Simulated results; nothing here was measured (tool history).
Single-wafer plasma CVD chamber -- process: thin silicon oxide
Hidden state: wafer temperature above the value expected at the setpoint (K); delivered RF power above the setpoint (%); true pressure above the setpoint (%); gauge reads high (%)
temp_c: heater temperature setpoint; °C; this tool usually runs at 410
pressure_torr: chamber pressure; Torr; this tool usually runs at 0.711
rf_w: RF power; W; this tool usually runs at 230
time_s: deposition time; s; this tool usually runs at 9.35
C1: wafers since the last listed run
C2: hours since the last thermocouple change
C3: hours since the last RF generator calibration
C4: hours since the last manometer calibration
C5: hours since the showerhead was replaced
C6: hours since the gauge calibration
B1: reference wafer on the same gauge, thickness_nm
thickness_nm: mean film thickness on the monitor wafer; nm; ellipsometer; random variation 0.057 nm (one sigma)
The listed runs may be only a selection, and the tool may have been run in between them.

Run 1, hour 0.0: usual settings; C1 0; C2 1914.0; C3 833.4; C4 1825.8; C5 3246.1; C6 55.6; B1 14.508. Result: thickness_nm 13.503 nm.
Run 2, hour 6.9: usual settings; C1 207; C2 1920.9; C3 840.3; C4 1832.7; C5 3253.0; C6 62.5; B1 14.509. Result: thickness_nm 13.399 nm.
Run 3, hour 19.0: usual settings; C1 363; C2 1933.0; C3 852.4; C4 1844.8; C5 3265.1; C6 74.6; B1 14.493. Result: thickness_nm 13.480 nm.
Run 4, hour 31.4: usual settings; C1 372; C2 1945.4; C3 864.8; C4 1857.2; C5 3277.5; C6 87.0; B1 14.531. Result: thickness_nm 13.457 nm.
Run 5, hour 42.6: usual settings; C1 336; C2 1956.6; C3 876.0; C4 1868.4; C5 3288.7; C6 98.2; B1 14.499. Result: thickness_nm 13.455 nm.
Run 6, hour 54.2: usual settings; C1 348; C2 1968.2; C3 887.6; C4 1880.0; C5 3300.3; C6 109.8; B1 14.506. Result: thickness_nm 13.323 nm.
Run 7, hour 67.2: usual settings; C1 390; C2 1981.2; C3 900.6; C4 1893.0; C5 3313.3; C6 122.8; B1 14.519. Result: thickness_nm 13.519 nm.
Run 8, hour 76.4: usual settings; C1 276; C2 1990.4; C3 909.8; C4 1902.2; C5 3322.5; C6 132.0; B1 14.500. Result: thickness_nm 13.491 nm.
At hour 91.5: capacitance manometer re-zeroed and calibrated.
At hour 97.0: thermocouple changed; heater temperature recalibrated.
Run 9, hour 97.5: usual settings; C1 227; C2 0.5; C3 930.9; C4 6.0; C5 3343.6; C6 153.1; B1 14.520. Result: thickness_nm 13.395 nm.
Run 10, hour 101.1: usual settings; C1 108; C2 4.1; C3 934.5; C4 9.6; C5 3347.2; C6 156.7; B1 14.470. Result: thickness_nm 13.384 nm.
Run 11, hour 107.6: usual settings but pressure_torr 0.612 Torr; C1 195; C2 10.6; C3 941.0; C4 16.1; C5 3353.7; C6 163.2; B1 14.497. Result: thickness_nm 11.508 nm.
At hour 116.4: gauge calibrated.
Run 12, hour 119.9: usual settings but pressure_torr 0.612 Torr; C1 369; C2 22.9; C3 953.3; C4 28.4; C5 3366.0; C6 3.5; B1 14.508. Result: thickness_nm 11.491 nm.
Run 13, hour 136.9: usual settings but pressure_torr 0.612 Torr; C1 510; C2 39.9; C3 970.3; C4 45.4; C5 3383.0; C6 20.5; B1 14.489. Result: thickness_nm 11.556 nm.
Run 14, hour 144.8: usual settings but pressure_torr 0.791 Torr, time_s 8.48 s; C1 237; C2 47.8; C3 978.2; C4 53.3; C5 3390.9; C6 28.4; B1 14.494. Result: thickness_nm 13.491 nm.
Run 15, hour 162.4: usual settings; C1 528; C2 65.4; C3 995.8; C4 70.9; C5 3408.5; C6 46.0; B1 14.504. Result: thickness_nm 13.448 nm.
Run 16, hour 168.9: usual settings but temp_c 417 °C, pressure_torr 0.758 Torr, rf_w 260 W, time_s 8.31 s; C1 195; C2 71.9; C3 1002.3; C4 77.4; C5 3415.0; C6 52.5; B1 14.461. Result: thickness_nm 13.387 nm.
Run 17, hour 181.6: usual settings; C1 381; C2 84.6; C3 1015.0; C4 90.1; C5 3427.7; C6 65.2; B1 14.492. Result: thickness_nm 13.474 nm.
Run 18, hour 199.5: usual settings but time_s 10.42 s; C1 537; C2 102.5; C3 1032.9; C4 108.0; C5 3445.6; C6 83.1; B1 14.517. Result: thickness_nm 14.957 nm.
At hour 215.1: showerhead replaced.
Run 19, hour 216.0: usual settings but pressure_torr 0.829 Torr; C1 255; C2 119.0; C3 1049.4; C4 124.5; C5 0.9; C6 99.6; B1 14.506. Result: thickness_nm 15.593 nm.
At hour 231.1: RF generator calibrated.
Run 20, hour 233.2: usual settings; C1 276; C2 136.2; C3 2.1; C4 141.7; C5 18.1; C6 116.8; B1 14.503. Result: thickness_nm 13.422 nm.
Run 21, hour 239.6: usual settings but temp_c 417 °C, pressure_torr 0.775 Torr; C1 192; C2 142.6; C3 8.5; C4 148.1; C5 24.5; C6 123.2; B1 14.490. Result: thickness_nm 14.518 nm.
Run 22, hour 249.3: usual settings but pressure_torr 0.639 Torr, time_s 10.61 s; C1 291; C2 152.3; C3 18.2; C4 157.8; C5 34.2; C6 132.9; B1 14.472. Result: thickness_nm 13.715 nm.
Run 23, hour 261.6: usual settings but pressure_torr 0.587 Torr, rf_w 255 W, time_s 10.76 s; C1 369; C2 164.6; C3 30.5; C4 170.1; C5 46.5; C6 145.2; B1 14.513. Result: thickness_nm 13.337 nm.
Run 24, hour 273.6: usual settings but temp_c 418 °C, pressure_torr 0.659 Torr, time_s 7.87 s; C1 360; C2 176.6; C3 42.5; C4 182.1; C5 58.5; C6 157.2; B1 14.501. Result: thickness_nm 10.453 nm.
Run 25, hour 279.9: usual settings but temp_c 421 °C, pressure_torr 0.649 Torr, rf_w 250 W, time_s 8.18 s; C1 189; C2 182.9; C3 48.8; C4 188.4; C5 64.8; C6 163.5; B1 14.505. Result: thickness_nm 11.082 nm.
Run 26, hour 292.4: usual settings but temp_c 418 °C, pressure_torr 0.783 Torr, rf_w 250 W, time_s 8.79 s; C1 375; C2 195.4; C3 61.3; C4 200.9; C5 77.3; C6 176.0; B1 14.518. Result: thickness_nm 14.402 nm.

For each entry between runs, how does the tool's hidden state at the last listed run before it compare with that at the first listed run after it?
From run 8 to run 9: capacitance manometer re-zeroed and calibrated (hour 91.5); thermocouple changed; heater temperature recalibrated (hour 97.0)
  the hidden state is the same at both runs
From run 11 to run 12: gauge calibrated (hour 116.4)
  the hidden state is the same at both runs
From run 18 to run 19: showerhead replaced (hour 215.1)
  the hidden state is the same at both runs
From run 19 to run 20: RF generator calibrated (hour 231.1)
  the hidden state is the same at both runs
